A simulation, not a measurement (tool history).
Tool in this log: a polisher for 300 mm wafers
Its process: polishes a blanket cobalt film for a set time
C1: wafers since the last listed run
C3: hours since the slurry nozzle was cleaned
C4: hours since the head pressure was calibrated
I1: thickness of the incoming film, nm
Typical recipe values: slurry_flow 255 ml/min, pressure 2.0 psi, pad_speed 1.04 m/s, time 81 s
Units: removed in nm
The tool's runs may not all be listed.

Run 1, hour 0.0: usual settings; C1 0; wafers polished on this pad 343; C3 173.4; C4 457.2; I1 1208.4. Result: removed 412.5 nm.
Run 2, hour 76.7: usual settings; C1 416; wafers polished on this pad 760; C3 250.1; C4 533.9; I1 1212.7. Result: removed 402.9 nm.
Run 3, hour 157.7: usual settings; C1 439; wafers polished on this pad 1200; C3 331.1; C4 614.9; I1 1207.3. Result: removed 398.3 nm.
At hour 175.4: worn pad replaced by a new one.
Run 4, hour 245.4: usual settings; C1 454; wafers polished on this pad 380; C3 418.8; C4 702.6; I1 1230.8. Result: removed 417.5 nm.
Run 5, hour 286.0: usual settings; C1 220; wafers polished on this pad 600; C3 459.4; C4 743.2; I1 1209.9. Result: removed 410.4 nm.
Run 6, hour 343.0: usual settings; C1 309; wafers polished on this pad 910; C3 516.4; C4 800.2; I1 1233.3. Result: removed 402.6 nm.
At hour 405.3: slurry nozzle cleaned.
Run 7, hour 409.0: usual settings but pressure 2.2 psi; C1 353; wafers polished on this pad 1263; C3 3.7; C4 866.2; I1 1218.2. Result: removed 417.6 nm.
At hour 429.7: worn pad replaced by a new one.
Run 8, hour 455.5: usual settings but pressure 2.2 psi; C1 230; wafers polished on this pad 140; C3 50.2; C4 912.7; I1 1208.4. Result: removed 442.4 nm.
Run 9, hour 556.8: usual settings; C1 550; wafers polished on this pad 690; C3 151.5; C4 1014.0; I1 1205.4. Result: removed 400.8 nm.
Run 10, hour 653.5: usual settings but slurry_flow 185 ml/min; C1 525; wafers polished on this pad 1215; C3 248.2; C4 1110.7; I1 1235.4. Result: removed 380.8 nm.
At hour 660.7: worn pad replaced by a new one.
At hour 835.8: head pressure recalibrated.
At hour 916.4: worn pad replaced by a new one.
At hour 933.7: slurry nozzle cleaned.
Run 11, hour 940.4: usual settings but slurry_flow 210 ml/min, pressure 2.4 psi, pad_speed 0.72 m/s, time 103 s; C1 1498; wafers polished on this pad 124; C3 6.7; C4 104.6; I1 1240.1. Result: removed 413.3 nm.
Run 12, hour 1045.5: usual settings but pad_speed 1.14 m/s; C1 570; wafers polished on this pad 695; C3 111.8; C4 209.7; I1 1221.2. Result: removed 447.1 nm.
Run 13, hour 1131.3: usual settings but pad_speed 0.72 m/s, time 54 s; C1 466; wafers polished on this pad 1161; C3 197.6; C4 295.5; I1 1225.5. Result: removed 181.0 nm.
Run 14, hour 1170.5: usual settings but pad_speed 0.88 m/s; C1 212; wafers polished on this pad 1374; C3 236.8; C4 334.7; I1 1207.2. Result: removed 325.5 nm.
At hour 1191.9: worn pad replaced by a new one.
Run 15, hour 1230.8: usual settings; C1 305; wafers polished on this pad 211; C3 297.1; C4 395.0; I1 1230.6. Result: removed 411.3 nm.
Run 16, hour 1319.8: usual settings but pressure 1.6 psi, pad_speed 0.70 m/s; C1 483; wafers polished on this pad 694; C3 386.1; C4 484.0; I1 1203.8. Result: removed 232.4 nm.

What was the tool's hidden state at every run in the log?
slurry flow missing at the pad, %: 0, the same for each run
deviation of the head's pressure from its setpoint, %: 0, the same for each run
H1: removal rate lost through wear of the pad, %
run     H1
  1  0.835
  2   2.56
  3   5.78
  4  0.542
  5   1.35
  6    3.1
  7   6.02
  8  0.494
  9    2.2
 10   5.95
 11  0.679
 12   2.45
 13   5.71
 14   7.74
 15  0.802
 16   2.44

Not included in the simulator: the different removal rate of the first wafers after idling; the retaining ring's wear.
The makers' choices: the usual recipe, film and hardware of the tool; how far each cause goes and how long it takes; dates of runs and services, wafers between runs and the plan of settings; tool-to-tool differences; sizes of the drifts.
